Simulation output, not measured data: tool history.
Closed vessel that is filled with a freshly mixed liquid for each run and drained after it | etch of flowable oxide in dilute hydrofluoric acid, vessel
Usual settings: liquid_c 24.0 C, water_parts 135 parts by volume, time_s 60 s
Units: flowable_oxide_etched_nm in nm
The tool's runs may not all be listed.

run    hour  liquid_c  water_parts  time_s  wafers since the last listed run  hours since the thermometer was replaced  hours since the hydrofluoric acid flow meter was replaced  hours since the gauge calibration  read-back film thickness of the flowable oxide reference wafer, read on the same gauge (nm)  flowable_oxide_etched_nm
  1     0.0      24.0          135      60                                 0                                    1393.9                                                      917.1                              577.7                                                                                       130.05                     11.89
  2    52.3      24.0          135      60                              6754                                    1446.2                                                      969.4                              630.0                                                                                       129.98                     11.87
  3   351.8      24.0          135      60                             38682                                    1745.7                                                     1268.9                              929.5                                                                                       130.02                     11.80
      384.6  -- gauge calibrated
  4   397.2      24.0          135      60                              5863                                    1791.1                                                     1314.3                               12.6                                                                                       130.00                     11.96
  5   488.7      24.0          135      85                             11817                                    1882.6                                                     1405.8                              104.1                                                                                       130.01                     16.46
  6   552.6      24.0          135      85                              8253                                    1946.5                                                     1469.7                              168.0                                                                                       130.02                     16.43
  7   595.2      20.0          135      60                              5502                                    1989.1                                                     1512.3                              210.6                                                                                       130.02                     10.01
  8   656.8      20.0          135      60                              7956                                    2050.7                                                     1573.9                              272.2                                                                                       130.01                      9.82
  9   753.7      24.0          135      60                             12515                                    2147.6                                                     1670.8                              369.1                                                                                       129.98                     11.77
 10   872.7      24.0          135      60                             15369                                    2266.6                                                     1789.8                              488.1                                                                                       130.02                     11.57
      902.6  -- thermometer replaced
 11   917.8      24.0          185      60                              5695                                      15.2                                                     1834.9                              533.2                                                                                       129.99                      8.50
 12  1024.1      24.0          185      60                             13729                                     121.5                                                     1941.2                              639.5                                                                                       129.99                      8.37
     1104.9  -- hydrofluoric acid flow meter replaced
 13  1118.2      26.0          195      90                             12024                                     215.6                                                       13.3                              733.6                                                                                       130.03                     12.88
 14  1189.1      24.0          115      80                              9157                                     286.5                                                       84.2                              804.5                                                                                       129.99                     19.30
 15  1279.0      24.0          135      75                             11611                                     376.4                                                      174.1                              894.4                                                                                       129.98                     15.23
 16  1382.9      21.5           95      60                             13419                                     480.3                                                      278.0                              998.3                                                                                       130.01                     16.09
 17  1428.3      24.0          135      60                              5863                                     525.7                                                      323.4                             1043.7                                                                                       129.99                     12.04
 18  1491.5      19.5           80      85                              8162                                     588.9                                                      386.6                             1106.9                                                                                       130.03                     25.64
     1501.5  -- gauge calibrated
 19  1528.1      24.0          135      60                              4727                                     625.5                                                      423.2                               26.6                                                                                       130.04                     12.12
 20  1571.8      24.0          105      45                              5644                                     669.2                                                      466.9                               70.3                                                                                       129.97                     12.02

Run 21 comes next. What will it give?
 21  1676.2      21.5          105      30                             13483                                     773.6                                                      571.3                              174.7                                                                                            ?                         ?

{"run 21": {"read-back film thickness of the flowable oxide reference wafer, read on the same gauge (nm)": 129.98, "flowable_oxide_etched_nm": 7.26}}
Without the tool's hidden state the same run would have given flowable_oxide_etched_nm 7.46 nm.
